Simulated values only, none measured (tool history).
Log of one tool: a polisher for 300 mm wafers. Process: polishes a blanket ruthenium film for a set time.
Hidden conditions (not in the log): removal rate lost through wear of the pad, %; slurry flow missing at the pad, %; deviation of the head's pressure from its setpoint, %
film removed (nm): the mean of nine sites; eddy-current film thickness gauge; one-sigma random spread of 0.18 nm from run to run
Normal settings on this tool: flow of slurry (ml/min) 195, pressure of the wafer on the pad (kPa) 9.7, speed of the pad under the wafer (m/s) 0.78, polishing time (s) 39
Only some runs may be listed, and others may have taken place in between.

run     day  flow of slurry (ml/min)  pressure of the wafer on the pad (kPa)  speed of the pad under the wafer (m/s)  polishing time (s)  wafers since the last listed run  wafers polished on this pad  hours since the slurry nozzle was cleaned  hours since the head pressure was calibrated  incoming thickness of the incoming film, nm  film removed (nm)
  1   0.000                      195                                     9.7                                    0.78                  39                                 0                          742                                      114.8                                        1099.5                                        572.5               29.2
  2   0.712                      195                                     9.7                                    0.64                  39                               125                          868                                      131.9                                        1116.6                                        562.8               25.8
  3   1.408                      195                                     9.7                                    0.64                  39                               122                          990                                      148.6                                        1133.3                                        552.8               26.0
  4   2.117                      195                                     9.7                                    0.64                  39                               124                         1115                                      165.6                                        1150.3                                        562.0               25.8
  5   2.600                      240                                     9.7                                    0.78                  39                                84                         1200                                      177.2                                        1161.9                                        559.4               29.9
  6   3.167                      240                                     9.7                                    0.78                  39                                99                         1299                                      190.8                                        1175.5                                        554.6               29.8
  7   3.704                      240                                     9.7                                    0.78                  39                                94                         1394                                      203.7                                        1188.4                                        557.0               29.6
      3.900  -- worn pad replaced by a new one
  8   4.379                      195                                     9.7                                    0.78                  39                                89                           84                                      219.9                                        1204.6                                        556.8               28.9
  9   4.692                      195                                     9.7                                    0.78                  39                                54                          138                                      227.4                                        1212.1                                        561.5               29.3
 10   5.208                      195                                     9.7                                    0.78                  39                                90                          229                                      239.8                                        1224.5                                        560.3               29.1
      5.446  -- head pressure recalibrated
 11   5.662                      195                                     9.7                                    0.78                  39                                65                          295                                      250.7                                           5.2                                        564.1               29.2
 12   6.100                      195                                     9.7                                    0.78                  39                                76                          371                                      261.2                                          15.7                                        564.6               29.1
 13   6.708                      195                                     9.7                                    0.78                  39                               106                          478                                      275.8                                          30.3                                        552.2               29.3
 14   7.188                      195                                     9.7                                    0.78                  39                                84                          563                                      287.3                                          41.8                                        560.1               29.2
 15   7.492                      195                                     9.7                                    0.78                  39                                53                          616                                      294.6                                          49.1                                        567.9               29.0
 16   7.850                      195                                    10.3                                    0.78                  49                                62                          679                                      303.2                                          57.7                                        558.0               38.6
      8.250  -- slurry nozzle cleaned
 17   8.362                      195                                     9.7                                    0.64                  39                                82                          762                                        2.7                                          70.0                                        555.1               25.7
 18   9.079                      240                                     9.7                                    1.02                  35                               125                          888                                       19.9                                          87.2                                        559.8               31.2
 19   9.450                      195                                     9.7                                    0.78                  39                                65                          953                                       28.8                                          96.1                                        563.4               29.0
 20   9.904                      135                                     9.7                                    0.78                  39                                79                         1033                                       39.7                                         107.0                                        552.6               27.8
     10.533  -- worn pad replaced by a new one
 21  10.554                      135                                    11.0                                    0.52                  28                                84                            3                                       55.3                                         122.6                                        561.6               18.1
 22  10.912                      130                                     9.7                                    0.78                  39                                62                           66                                       63.9                                         131.2                                        563.9               28.0
 23  11.308                      195                                     9.7                                    0.78                  39                                69                          136                                       73.4                                         140.7                                        559.1               29.5
 24  11.854                      195                                     9.7                                    0.78                  32                                95                          232                                       86.5                                         153.8                                        558.8               23.9
 25  12.558                      195                                     6.2                                    0.78                  39                               123                          355                                      103.4                                         170.7                                        571.1               20.7
 26  13.121                      245                                     9.7                                    0.50                  39                                98                          454                                      116.9                                         184.2                                        565.5               23.4
 27  13.421                      225                                     9.7                                    0.78                  39                                52                          507                                      124.1                                         191.4                                        564.0               29.3
 28  13.900                      195                                     9.7                                    0.78                  35                                84                          591                                      135.6                                         202.9                                        563.1               26.3
 29  14.646                      160                                     9.0                                    0.78                  33                               131                          722                                      153.5                                         220.8                                        560.3               22.8
 30  15.250                      140                                     9.7                                    0.78                  39                               106                          829                                      168.0                                         235.3                                        566.1               28.4
 31  15.900                      170                                     6.2                                    0.98                  39                               114                          943                                      183.6                                         250.9                                        561.6               23.7
 32  16.317                      235                                     9.7                                    0.70                  25                                73                         1016                                      193.6                                         260.9                                        554.7               17.5
 33  16.579                      195                                     9.7                                    0.78                  39                                46                         1062                                      199.9                                         267.2                                        568.4               28.9
 34  16.983                      160                                     9.7                                    0.68                  39                                71                         1133                                      209.6                                         276.9                                        557.7               26.5
 35  17.333                      230                                     9.7                                    0.78                  51                                61                         1195                                      218.0                                         285.3                                        560.8               38.4
     17.708  -- worn pad replaced by a new one
 36  17.729                      225                                     9.7                                    0.86                  31                                40                            3                                      227.5                                         294.8                                        551.2               24.8
 37  18.267                      195                                     9.7                                    0.54                  50                                94                           97                                      240.4                                         307.7                                        556.4               30.3
 38  18.617                      230                                     7.6                                    0.88                  27                                61                          159                                      248.8                                         316.1                                        561.8               18.2
 39  19.096                      195                                     9.0                                    0.78                  28                                84                          243                                      260.3                                         327.6                                        564.8               19.4

The tool's hidden state at each run:
removal rate lost through wear of the pad, %: 0, the same for each run
slurry flow missing at the pad, %: 0, the same for each run
deviation of the head's pressure from its setpoint, %: 0, the same for each run
